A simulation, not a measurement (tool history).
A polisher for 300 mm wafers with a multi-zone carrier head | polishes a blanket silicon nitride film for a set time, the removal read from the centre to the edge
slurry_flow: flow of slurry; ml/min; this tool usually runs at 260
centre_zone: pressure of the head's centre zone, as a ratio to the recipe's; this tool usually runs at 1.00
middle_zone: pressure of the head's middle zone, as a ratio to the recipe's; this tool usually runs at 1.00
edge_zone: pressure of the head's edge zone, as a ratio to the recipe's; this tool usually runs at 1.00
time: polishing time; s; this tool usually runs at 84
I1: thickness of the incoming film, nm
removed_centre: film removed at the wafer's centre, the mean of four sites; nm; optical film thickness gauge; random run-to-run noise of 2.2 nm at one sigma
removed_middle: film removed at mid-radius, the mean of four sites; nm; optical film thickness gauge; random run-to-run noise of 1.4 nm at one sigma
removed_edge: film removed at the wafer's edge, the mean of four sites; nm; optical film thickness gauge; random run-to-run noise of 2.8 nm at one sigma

Run 1, day 0.000: usual settings; I1 484.5. Result: removed_centre 188.5 nm, removed_middle 187.8 nm, removed_edge 196.9 nm.
At day 0.675: worn pad replaced by a new one.
Run 2, day 1.025: usual settings but middle_zone 1.09; I1 475.9. Result: removed_centre 187.2 nm, removed_middle 202.9 nm, removed_edge 192.4 nm.
At day 2.071: slurry nozzle cleaned.
Run 3, day 2.521: usual settings; I1 478.2. Result: removed_centre 186.0 nm, removed_middle 190.4 nm, removed_edge 188.0 nm.
Run 4, day 3.600: usual settings; I1 477.3. Result: removed_centre 184.7 nm, removed_middle 186.6 nm, removed_edge 188.8 nm.
Run 5, day 4.512: usual settings; I1 479.1. Result: removed_centre 185.3 nm, removed_middle 190.0 nm, removed_edge 195.6 nm.
Run 6, day 5.683: usual settings; I1 471.6. Result: removed_centre 184.2 nm, removed_middle 187.6 nm, removed_edge 195.1 nm.
At day 6.154: worn pad replaced by a new one.
Run 7, day 6.204: usual settings; I1 470.0. Result: removed_centre 186.7 nm, removed_middle 188.4 nm, removed_edge 195.7 nm.
Run 8, day 7.562: usual settings; I1 472.0. Result: removed_centre 185.0 nm, removed_middle 188.1 nm, removed_edge 186.4 nm.
Run 9, day 8.817: usual settings; I1 479.1. Result: removed_centre 182.0 nm, removed_middle 186.3 nm, removed_edge 188.5 nm.
Run 10, day 10.050: usual settings but centre_zone 0.96, middle_zone 0.96, time 112 s; I1 477.1. Result: removed_centre 229.0 nm, removed_middle 243.0 nm, removed_edge 259.5 nm.
Run 11, day 10.912: usual settings but middle_zone 1.11; I1 479.2. Result: removed_centre 188.3 nm, removed_middle 208.0 nm, removed_edge 198.8 nm.
At day 11.725: worn pad replaced by a new one.
Run 12, day 11.746: usual settings but slurry_flow 285 ml/min, time 100 s; I1 486.7. Result: removed_centre 217.1 nm, removed_middle 225.3 nm, removed_edge 230.9 nm.
At day 12.267: centre zone pressure recalibrated.
Run 13, day 12.725: usual settings but slurry_flow 295 ml/min, middle_zone 1.04; I1 479.0. Result: removed_centre 189.6 nm, removed_middle 198.6 nm, removed_edge 193.2 nm.
Run 14, day 13.758: usual settings; I1 482.4. Result: removed_centre 187.0 nm, removed_middle 187.3 nm, removed_edge 189.4 nm.
At day 14.071: slurry nozzle cleaned.
At day 14.379: edge zone pressure recalibrated.
At day 14.554: carrier head's membrane replaced by a new one.
At day 17.254: worn pad replaced by a new one.
Run 15, day 18.004: usual settings but slurry_flow 330 ml/min, centre_zone 0.96, middle_zone 1.09, edge_zone 1.08; I1 482.1. Result: removed_centre 183.2 nm, removed_middle 206.6 nm, removed_edge 200.7 nm.
Run 16, day 18.571: usual settings but edge_zone 1.09; I1 471.4. Result: removed_centre 182.7 nm, removed_middle 186.4 nm, removed_edge 193.9 nm.

Here are 3 independent what-if runs from the current tool condition. What would each one return?
Run A, day 18.592: usual settings; I1 482.2. Result: removed_centre ?, removed_middle ?, removed_edge ?.
Run B, day 18.592: usual settings but time 65 s; I1 482.2. Result: removed_centre ?, removed_middle ?, removed_edge ?.
Run C, day 18.592: usual settings but middle_zone 1.10; I1 482.2. Result: removed_centre ?, removed_middle ?, removed_edge ?.

run  removed_centre  removed_middle  removed_edge
  A           187.6           188.5         192.6
  B           145.2           145.9         149.1
  C           187.7           204.4         192.4
Take away the tool's hidden state, keep each run's random variation, and the runs would have read:
run  removed_centre  removed_middle  removed_edge
  A           187.6           188.5         192.6
  B           145.2           145.9         149.1
  C           187.7           204.4         192.4

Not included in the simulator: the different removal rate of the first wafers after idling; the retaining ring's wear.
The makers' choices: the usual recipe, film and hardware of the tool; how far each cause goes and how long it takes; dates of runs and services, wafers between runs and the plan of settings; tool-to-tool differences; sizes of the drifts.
